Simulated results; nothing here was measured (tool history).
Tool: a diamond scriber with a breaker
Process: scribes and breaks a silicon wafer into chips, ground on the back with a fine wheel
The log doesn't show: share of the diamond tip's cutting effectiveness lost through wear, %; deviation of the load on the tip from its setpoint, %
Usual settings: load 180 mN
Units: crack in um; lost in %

run,day,load,wafers since the last listed run,hours since the diamond tip was replaced,hours since the load on the tip was calibrated,"incoming depth of the damage left on the back of the incoming wafer, um",crack,lost
1,0,180,0,700,974,2.09,7.98,2.33
2,0.35,180,11,708.4,982.4,1.62,8.01,1.42
3,0.942,180,19,722.6,996.6,2.14,8.04,2.18
4,1.433,180,16,734.4,1008.4,2.58,8.02,3.81
5,1.775,180,11,742.6,1016.6,2.07,7.96,2.42
6,2.108,180,11,750.6,1024.6,2.94,7.95,4.8
7,2.517,180,13,760.4,1034.4,2.71,7.86,4.28
8,3.192,180,22,776.6,1050.6,2.35,7.95,3.28
9,3.583,210,13,786,1060,1.97,9.03,2.23
10,3.883,201,10,793.2,1067.2,2.4,8.74,2.6
11,4.488,137,20,807.7,1081.7,2.41,5.98,17.18
# day 4.746: load on the tip recalibrated
12,4.8,220,7,815.2,1.3,1.72,8.48,1.34
13,5.483,180,22,831.6,17.7,1.69,7.07,5.22
14,5.879,230,13,841.1,27.2,2.55,8.83,2.9
15,6.708,180,27,861,47.1,2.12,7.1,6.82
# day 6.871: diamond tip replaced by a new one
16,7.329,180,17,11,62,1.76,8.47,1.42
17,7.783,222,15,21.9,72.9,2.3,10.19,5.96
18,8.438,207,21,37.6,88.6,2.31,9.59,4.39
19,8.721,154,9,44.4,95.4,1.52,7.26,3.62

Measured less the same run without the tool's hidden state. The same run-to-run variation is in both; the gauge's scatter may not be:
run,crack,lost
1,-0.3,+0.28
2,-0.31,+0.21
3,-0.33,+0.31
4,-0.35,+0.54
5,-0.36,+0.4
6,-0.38,+0.71
7,-0.39,+0.68
8,-0.42,+0.61
9,-0.5,-1.14
10,-0.5,-0.65
11,-0.36,+4.14
12,-1.61,-3.22
13,-1.32,+3.75
14,-1.63,-4.07
15,-1.28,+4.42
16,+0.07,-0.01
17,+0.11,+0.42
18,+0.13,+0.37
19,+0.1,-0.47

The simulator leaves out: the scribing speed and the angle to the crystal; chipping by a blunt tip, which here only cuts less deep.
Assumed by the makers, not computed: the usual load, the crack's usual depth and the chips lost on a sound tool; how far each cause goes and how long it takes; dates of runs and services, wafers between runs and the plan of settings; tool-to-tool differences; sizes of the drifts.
